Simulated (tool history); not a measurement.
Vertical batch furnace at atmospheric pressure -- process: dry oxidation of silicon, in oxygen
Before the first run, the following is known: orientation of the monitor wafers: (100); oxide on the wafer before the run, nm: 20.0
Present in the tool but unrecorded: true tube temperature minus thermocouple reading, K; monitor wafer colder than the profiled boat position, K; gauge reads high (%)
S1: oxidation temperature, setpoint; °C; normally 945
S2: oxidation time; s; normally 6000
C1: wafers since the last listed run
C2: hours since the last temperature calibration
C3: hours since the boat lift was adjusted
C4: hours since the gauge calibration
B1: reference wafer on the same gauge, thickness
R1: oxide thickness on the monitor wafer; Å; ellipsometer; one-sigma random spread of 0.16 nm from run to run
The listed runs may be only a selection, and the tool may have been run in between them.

Run 1, day 0: usual settings; C1 0; C2 1956.5; C3 2166.4; C4 1179.5; B1 49.01. Result: R1 545.6 Å.
Run 2, day 1.725: usual settings; C1 337; C2 1997.9; C3 2207.8; C4 1220.9; B1 49. Result: R1 547 Å.
Run 3, day 8.621: usual settings; C1 1349; C2 2163.4; C3 2373.3; C4 1386.4; B1 49.04. Result: R1 549 Å.
Run 4, day 10.862: usual settings; C1 438; C2 2217.2; C3 2427.1; C4 1440.2; B1 49. Result: R1 548.8 Å.
Run 5, day 15.067: usual settings; C1 822; C2 2318.1; C3 2528; C4 1541.1; B1 48.99. Result: R1 549.9 Å.
Run 6, day 18.671: usual settings but S1 964 °C; C1 705; C2 2404.6; C3 2614.5; C4 1627.6; B1 49. Result: R1 622.1 Å.
Run 7, day 24.842: usual settings but S1 964 °C; C1 1207; C2 2552.7; C3 2762.6; C4 1775.7; B1 48.98. Result: R1 626.9 Å.
Run 8, day 29.217: usual settings but S1 938 °C; C1 856; C2 2657.7; C3 2867.6; C4 1880.7; B1 49. Result: R1 528.3 Å.
Run 9, day 32.758: usual settings but S1 938 °C; C1 693; C2 2742.7; C3 2952.6; C4 1965.7; B1 49.01. Result: R1 526.7 Å.
Run 10, day 34.312: usual settings; C1 304; C2 2780; C3 2989.9; C4 2003; B1 48.99. Result: R1 556.7 Å.
Run 11, day 36.6: usual settings; C1 447; C2 2834.9; C3 3044.8; C4 2057.9; B1 48.99. Result: R1 555 Å.
Run 12, day 38.762: usual settings but S1 932 °C, S2 7020 s; C1 423; C2 2886.8; C3 3096.7; C4 2109.8; B1 49. Result: R1 551.8 Å.
At day 39.871: thermocouples replaced and temperature profile calibrated.
Run 13, day 42.229: usual settings but S1 932 °C, S2 7020 s; C1 482; C2 56.6; C3 3179.9; C4 2193; B1 48.99. Result: R1 531.6 Å.
Run 14, day 46.008: usual settings but S1 964 °C; C1 739; C2 147.3; C3 3270.6; C4 2283.7; B1 49.02. Result: R1 616.6 Å.
Run 15, day 48.746: usual settings but S1 963 °C, S2 7320 s; C1 535; C2 213; C3 3336.3; C4 2349.4; B1 49.02. Result: R1 686.6 Å.
At day 49.167: gauge calibrated.
Run 16, day 51.092: usual settings but S1 969 °C, S2 3450 s; C1 459; C2 269.3; C3 3392.6; C4 46.2; B1 49.01. Result: R1 470.7 Å.
Run 17, day 58.292: usual settings; C1 1409; C2 442.1; C3 3565.4; C4 219; B1 48.98. Result: R1 541 Å.
Run 18, day 62.625: usual settings but S2 3090 s; C1 848; C2 546.1; C3 3669.4; C4 323; B1 49.02. Result: R1 391 Å.
At day 65.475: boat lift adjusted.
Run 19, day 66.508: usual settings but S1 926 °C, S2 7500 s; C1 564; C2 639.3; C3 24.8; C4 416.2; B1 49. Result: R1 529.1 Å.
Run 20, day 75.046: usual settings but S1 953 °C; C1 1670; C2 844.2; C3 229.7; C4 621.1; B1 49.01. Result: R1 575.3 Å.
Run 21, day 76.917: usual settings but S1 953 °C, S2 4320 s; C1 366; C2 889.1; C3 274.6; C4 666; B1 48.97. Result: R1 480.7 Å.
Run 22, day 80.446: usual settings but S1 961 °C; C1 690; C2 973.8; C3 359.3; C4 750.7; B1 49. Result: R1 606.9 Å.
Run 23, day 84.633: usual settings; C1 819; C2 1074.3; C3 459.8; C4 851.2; B1 49.01. Result: R1 542.1 Å.
Run 24, day 86.533: usual settings but S2 3780 s; C1 371; C2 1119.9; C3 505.4; C4 896.8; B1 49.01. Result: R1 430.1 Å.
Run 25, day 89.842: usual settings but S1 963 °C, S2 4290 s; C1 647; C2 1199.3; C3 584.8; C4 976.2; B1 48.98. Result: R1 511.4 Å.
Run 26, day 93.588: usual settings; C1 733; C2 1289.2; C3 674.7; C4 1066.1; B1 49. Result: R1 544.4 Å.
Run 27, day 96.017: usual settings; C1 475; C2 1347.5; C3 733; C4 1124.4; B1 49.02. Result: R1 546.7 Å.

What if the next run were any one of these 4? Each begins from the tool's condition after run 27:
Run A, day 96.262: usual settings but S2 7740 s; C1 48; C2 1353.4; C3 738.9; C4 1130.3; B1 ?. Result: R1 ?.
Run B, day 96.262: usual settings but S1 933 °C, S2 6960 s; C1 48; C2 1353.4; C3 738.9; C4 1130.3; B1 ?. Result: R1 ?.
Run C, day 96.262: usual settings but S1 936 °C, S2 3990 s; C1 48; C2 1353.4; C3 738.9; C4 1130.3; B1 ?. Result: R1 ?.
Run D, day 96.262: usual settings but S1 922 °C, S2 4290 s; C1 48; C2 1353.4; C3 738.9; C4 1130.3; B1 ?. Result: R1 ?.

run     B1     R1
  A  49.02  632.7
  B  49.02  542.6
  C  49.02  419.4
  D  49.02  395.6
Take away the tool's hidden state, keep each run's random variation, and the runs would have read:
run     R1
  A  626.1
  B  536.8
  C  415.7
  D  392.2
